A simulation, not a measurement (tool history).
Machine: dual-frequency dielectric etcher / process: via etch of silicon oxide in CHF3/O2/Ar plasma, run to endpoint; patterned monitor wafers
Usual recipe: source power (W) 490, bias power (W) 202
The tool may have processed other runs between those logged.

run	hour	source power (W)	bias power (W)	incoming incoming film thickness, nm	endpoint time (s)
1	0	460	202	505.8	279.4
2	13.7	460	202	509.8	282.4
3	24.1	460	202	508.2	283.5
4	41.2	550	202	507.3	260.7
5	48.9	550	202	514.8	265
6	60.6	410	202	502.5	290.3
7	68.4	410	202	510	299.9
8	76.7	410	202	507.2	294.5
9	90.7	430	202	505.6	292.1
10	99.7	430	202	512.5	298.9
11	109.8	490	202	508.9	279.6
12	126.9	490	202	510.5	282.6
# hour 135.9: source power generator calibrated
13	140.9	490	202	509.8	279.7
14	155.1	490	202	508.1	277.3
# hour 196.1: upper electrode replaced, of another model than before
# hour 219.6: wet clean of the chamber
15	220.1	490	202	509.6	268
16	220.5	550	188	506.6	250.1
17	221	380	217	505.8	315.1
18	221.4	520	231	513.8	245.5
19	221.8	450	249	502.7	260.4
20	222.2	490	202	508.2	265.6
21	226.5	580	202	503.9	233.1
# hour 257.7: bias power generator calibrated
22	258.2	490	202	509.5	265.4
23	267.3	430	185	512.9	301.2
24	283	440	240	508.7	273.2
25	290.7	370	219	506.8	323.9
26	308.7	380	231	514.9	317.9
27	321.1	430	202	512.9	294.4
28	330.4	580	239	506.7	229.4
29	341.8	490	202	508.2	266.7
30	352.1	540	165	512.7	267.5
31	365.2	490	202	513.5	269.6

Hidden state, per run?
source power that arrives over what is set, %: 0, the same for each run
bias power that arrives over what is set, %: 0, the same for each run
H1: etch rate over this chamber's usual, %
run	H1
1	-3.75
2	-3.88
3	-3.98
4	-4.15
5	-4.23
6	-4.34
7	-4.42
8	-4.5
9	-4.63
10	-4.72
11	-4.82
12	-4.98
13	-5.12
14	-5.26
15	-0.144
16	-0.148
17	-0.152
18	-0.156
19	-0.16
20	-0.164
21	-0.206
22	-0.514
23	-0.603
24	-0.756
25	-0.831
26	-1.01
27	-1.13
28	-1.22
29	-1.33
30	-1.43
31	-1.56
